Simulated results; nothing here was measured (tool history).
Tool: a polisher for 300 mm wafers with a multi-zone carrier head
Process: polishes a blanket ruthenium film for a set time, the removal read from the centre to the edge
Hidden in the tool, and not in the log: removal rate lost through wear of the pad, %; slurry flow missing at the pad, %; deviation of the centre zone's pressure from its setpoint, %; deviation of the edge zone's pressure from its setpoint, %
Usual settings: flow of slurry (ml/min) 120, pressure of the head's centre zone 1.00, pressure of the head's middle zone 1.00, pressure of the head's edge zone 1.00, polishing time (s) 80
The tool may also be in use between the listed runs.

run,hour,flow of slurry (ml/min),pressure of the head's centre zone,pressure of the head's middle zone,pressure of the head's edge zone,polishing time (s),wafers since the last listed run,wafers polished on this pad,hours since the slurry nozzle was cleaned,hours since the centre zone pressure was calibrated,hours since the edge zone pressure was calibrated,hours since the carrier head's membrane was replaced,"incoming thickness of the incoming film, nm",film removed at the wafer's centre (Å),film removed at mid-radius (Å),film removed at the wafer's edge (Å)
1,0.0,120,1.00,1.00,1.00,80,0,3205,383.8,677.4,596.2,123.3,340.8,1096,1151,1162
2,39.0,120,1.00,1.00,0.93,68,516,3722,422.8,716.4,635.2,162.3,342.5,963,967,928
# hour 56.3: centre zone pressure recalibrated
3,65.1,120,0.89,1.00,1.00,80,319,4041,448.9,8.8,661.3,188.4,339.6,964,1144,1148
4,114.8,120,0.88,1.00,1.00,80,658,4700,498.6,58.5,711.0,238.1,335.2,946,1130,1106
5,142.6,120,1.00,1.00,1.00,80,368,5068,526.4,86.3,738.8,265.9,340.5,1083,1135,1118
# hour 172.4: worn pad replaced by a new one
6,207.2,120,1.00,0.95,1.00,80,802,460,591.0,150.9,803.4,330.5,339.0,1166,1136,1202
7,262.8,120,1.00,1.10,0.94,80,736,1197,646.6,206.5,859.0,386.1,338.8,1154,1306,1143
# hour 297.1: edge zone pressure recalibrated
8,318.9,160,1.08,1.00,1.00,99,716,1913,702.7,262.6,21.8,442.2,340.8,1611,1553,1528
9,380.2,85,0.90,1.00,1.00,89,812,2726,764.0,323.9,83.1,503.5,343.1,1050,1212,1248
# hour 407.7: slurry nozzle cleaned
10,432.7,120,1.00,1.00,1.00,80,682,3408,25.0,376.4,135.6,556.0,337.5,1125,1167,1157
11,470.9,120,1.00,1.08,1.09,80,506,3914,63.2,414.6,173.8,594.2,335.4,1105,1258,1215
# hour 503.2: worn pad replaced by a new one
12,512.2,120,1.00,1.00,1.05,80,494,119,104.5,455.9,215.1,635.5,345.6,1171,1193,1230
13,541.6,140,1.06,1.08,1.00,55,389,509,133.9,485.3,244.5,664.9,340.0,861,903,832
14,576.6,120,0.97,0.92,1.00,72,463,973,168.9,520.3,279.5,699.9,333.6,1001,995,1080
15,624.5,120,1.00,1.00,1.00,80,634,1607,216.8,568.2,327.4,747.8,336.8,1176,1180,1179
16,649.2,80,1.00,0.90,1.00,80,327,1935,241.5,592.9,352.1,772.5,336.4,1013,996,1108
17,673.7,110,1.00,1.00,1.00,80,324,2259,266.0,617.4,376.6,797.0,343.1,1128,1160,1153
18,728.1,140,1.00,1.00,1.00,62,720,2980,320.4,671.8,431.0,851.4,340.5,905,942,902
19,768.7,110,1.00,1.00,1.00,80,537,3518,361.0,712.4,471.6,892.0,342.0,1114,1134,1150
20,798.6,160,1.00,1.08,1.04,69,396,3914,390.9,742.3,501.5,921.9,342.7,995,1104,1077
# hour 807.6: centre zone pressure recalibrated
# hour 874.8: worn pad replaced by a new one
21,908.9,120,0.91,0.92,1.05,57,1381,451,501.2,101.3,611.8,1032.2,340.5,738,798,893

Forecast each of these 5 alternatives for the next run:
A,909.3,120,1.00,1.00,1.00,61,5,456,501.6,101.7,612.2,1032.6,341.7,?,?,?
B,909.3,120,1.00,1.09,1.00,80,5,456,501.6,101.7,612.2,1032.6,341.7,?,?,?
C,909.3,85,0.89,0.96,1.00,80,5,456,501.6,101.7,612.2,1032.6,341.7,?,?,?
D,909.3,120,1.06,0.93,1.00,80,5,456,501.6,101.7,612.2,1032.6,341.7,?,?,?
E,909.3,120,1.00,1.00,1.00,73,5,456,501.6,101.7,612.2,1032.6,341.7,?,?,?

run,film removed at the wafer's centre (Å),film removed at mid-radius (Å),film removed at the wafer's edge (Å)
A,870,907,925
B,1142,1279,1212
C,928,1064,1152
D,1210,1118,1215
E,1042,1085,1107
Without the tool's hidden state the same runs would have given:
run,film removed at the wafer's centre (Å),film removed at mid-radius (Å),film removed at the wafer's edge (Å)
A,872,908,927
B,1144,1281,1214
C,929,1066,1154
D,1212,1120,1217
E,1043,1087,1109
